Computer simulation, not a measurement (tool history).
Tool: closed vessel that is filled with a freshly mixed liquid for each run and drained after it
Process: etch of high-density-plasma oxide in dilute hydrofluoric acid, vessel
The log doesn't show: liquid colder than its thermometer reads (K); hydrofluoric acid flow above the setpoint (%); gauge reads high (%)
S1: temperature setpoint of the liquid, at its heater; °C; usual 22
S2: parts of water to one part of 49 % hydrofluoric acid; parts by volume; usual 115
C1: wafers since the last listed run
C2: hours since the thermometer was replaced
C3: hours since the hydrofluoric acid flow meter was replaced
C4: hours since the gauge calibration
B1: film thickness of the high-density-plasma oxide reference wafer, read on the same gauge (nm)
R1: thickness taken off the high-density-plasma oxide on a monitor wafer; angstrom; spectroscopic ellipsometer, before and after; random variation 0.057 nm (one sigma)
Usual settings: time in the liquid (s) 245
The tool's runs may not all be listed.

run 1 hour=0 | S1=22 S2=115 time_in_the_liquid_(s)=245 | C1=0 C2=2020.8 C3=320.4 C4=217 | B1=29.99 | R1=138.3
run 2 hour=12 | S1=22 S2=115 time_in_the_liquid_(s)=245 | C1=1428 C2=2032.8 C3=332.4 C4=229 | B1=30 | R1=137.9
run 3 hour=26.2 | S1=22 S2=115 time_in_the_liquid_(s)=245 | C1=1690 C2=2047 C3=346.6 C4=243.2 | B1=30.03 | R1=137.7
run 4 hour=34.5 | S1=22 S2=115 time_in_the_liquid_(s)=245 | C1=988 C2=2055.3 C3=354.9 C4=251.5 | B1=29.98 | R1=138
run 5 hour=51.5 | S1=22 S2=115 time_in_the_liquid_(s)=245 | C1=2023 C2=2072.3 C3=371.9 C4=268.5 | B1=30.01 | R1=137.3
run 6 hour=62.8 | S1=22 S2=115 time_in_the_liquid_(s)=245 | C1=1345 C2=2083.6 C3=383.2 C4=279.8 | B1=30.01 | R1=138.6
run 7 hour=78.7 | S1=24 S2=115 time_in_the_liquid_(s)=245 | C1=1892 C2=2099.5 C3=399.1 C4=295.7 | B1=29.98 | R1=149.6
run 8 hour=96.2 | S1=24 S2=115 time_in_the_liquid_(s)=245 | C1=2083 C2=2117 C3=416.6 C4=313.2 | B1=30.02 | R1=150.9
run 9 hour=108.9 | S1=24 S2=115 time_in_the_liquid_(s)=245 | C1=1511 C2=2129.7 C3=429.3 C4=325.9 | B1=29.98 | R1=151.9
run 10 hour=122.4 | S1=22 S2=100 time_in_the_liquid_(s)=245 | C1=1607 C2=2143.2 C3=442.8 C4=339.4 | B1=30.01 | R1=163.3
run 11 hour=131 | S1=22 S2=115 time_in_the_liquid_(s)=245 | C1=1023 C2=2151.8 C3=451.4 C4=348 | B1=29.98 | R1=139.2
run 12 hour=147.7 | S1=22 S2=115 time_in_the_liquid_(s)=245 | C1=1987 C2=2168.5 C3=468.1 C4=364.7 | B1=30 | R1=139.7
run 13 hour=156.7 | S1=22 S2=115 time_in_the_liquid_(s)=245 | C1=1071 C2=2177.5 C3=477.1 C4=373.7 | B1=30.01 | R1=138.8
run 14 hour=163.9 | S1=22 S2=115 time_in_the_liquid_(s)=245 | C1=857 C2=2184.7 C3=484.3 C4=380.9 | B1=29.98 | R1=140.6
run 15 hour=180.3 | S1=22 S2=115 time_in_the_liquid_(s)=130 | C1=1952 C2=2201.1 C3=500.7 C4=397.3 | B1=30.01 | R1=74.1
run 16 hour=197.9 | S1=17.5 S2=115 time_in_the_liquid_(s)=245 | C1=2095 C2=2218.7 C3=518.3 C4=414.9 | B1=30 | R1=115.9
-- hour=200.8 thermometer replaced
run 17 hour=208.8 | S1=22 S2=115 time_in_the_liquid_(s)=245 | C1=1178 C2=8 C3=529.2 C4=425.8 | B1=30 | R1=157.3
-- hour=217.6 gauge calibrated
-- hour=238.5 hydrofluoric acid flow meter replaced
run 18 hour=260.5 | S1=22 S2=115 time_in_the_liquid_(s)=245 | C1=6035 C2=59.7 C3=22 C4=42.9 | B1=29.97 | R1=145
run 19 hour=271.9 | S1=24.5 S2=170 time_in_the_liquid_(s)=245 | C1=1357 C2=71.1 C3=33.4 C4=54.3 | B1=29.99 | R1=101.3
run 20 hour=284 | S1=22 S2=80 time_in_the_liquid_(s)=245 | C1=1440 C2=83.2 C3=45.5 C4=66.4 | B1=30 | R1=218
run 21 hour=296.2 | S1=26 S2=115 time_in_the_liquid_(s)=245 | C1=1452 C2=95.4 C3=57.7 C4=78.6 | B1=29.99 | R1=171
run 22 hour=309.5 | S1=22 S2=65 time_in_the_liquid_(s)=185 | C1=1583 C2=108.7 C3=71 C4=91.9 | B1=30 | R1=206.6
run 23 hour=325.4 | S1=19 S2=115 time_in_the_liquid_(s)=135 | C1=1892 C2=124.6 C3=86.9 C4=107.8 | B1=29.99 | R1=71.1
run 24 hour=337.5 | S1=17 S2=115 time_in_the_liquid_(s)=245 | C1=1440 C2=136.7 C3=99 C4=119.9 | B1=30.03 | R1=119.3
run 25 hour=350.4 | S1=22 S2=115 time_in_the_liquid_(s)=245 | C1=1535 C2=149.6 C3=111.9 C4=132.8 | B1=30 | R1=147
run 26 hour=366.6 | S1=26 S2=80 time_in_the_liquid_(s)=115 | C1=1928 C2=165.8 C3=128.1 C4=149 | B1=30.01 | R1=121.7
run 27 hour=381.4 | S1=20.5 S2=115 time_in_the_liquid_(s)=245 | C1=1761 C2=180.6 C3=142.9 C4=163.8 | B1=29.98 | R1=137.9
run 28 hour=393.5 | S1=22 S2=115 time_in_the_liquid_(s)=245 | C1=1440 C2=192.7 C3=155 C4=175.9 | B1=29.99 | R1=148.3
run 29 hour=403.9 | S1=19.5 S2=115 time_in_the_liquid_(s)=135 | C1=1238 C2=203.1 C3=165.4 C4=186.3 | B1=30 | R1=73.6
run 30 hour=416 | S1=24 S2=115 time_in_the_liquid_(s)=245 | C1=1440 C2=215.2 C3=177.5 C4=198.4 | B1=30.01 | R1=160.4
run 31 hour=425 | S1=22 S2=115 time_in_the_liquid_(s)=245 | C1=1071 C2=224.2 C3=186.5 C4=207.4 | B1=30 | R1=147.2
run 32 hour=431.6 | S1=26.5 S2=145 time_in_the_liquid_(s)=120 | C1=785 C2=230.8 C3=193.1 C4=214 | B1=29.97 | R1=66.2

Measured less the same run without the tool's hidden state. The same run-to-run variation is in both; the gauge's scatter may not be:
run=1 R1=-7.6
run=2 R1=-7.5
run=3 R1=-7.3
run=4 R1=-7.3
run=5 R1=-7
run=6 R1=-7.1
run=7 R1=-7
run=8 R1=-6.8
run=9 R1=-6.7
run=10 R1=-7.8
run=11 R1=-6.3
run=12 R1=-6.1
run=13 R1=-6
run=14 R1=-6
run=15 R1=-3.1
run=16 R1=-5.3
run=17 R1=+11.4
run=18 R1=+0.2
run=19 R1=+0.3
run=20 R1=+0.7
run=21 R1=+0.7
run=22 R1=+1
run=23 R1=+0.5
run=24 R1=+0.8
run=25 R1=+1.3
run=26 R1=+1.2
run=27 R1=+1.5
run=28 R1=+1.8
run=29 R1=+0.9
run=30 R1=+2.3
run=31 R1=+2.1
run=32 R1=+1.1
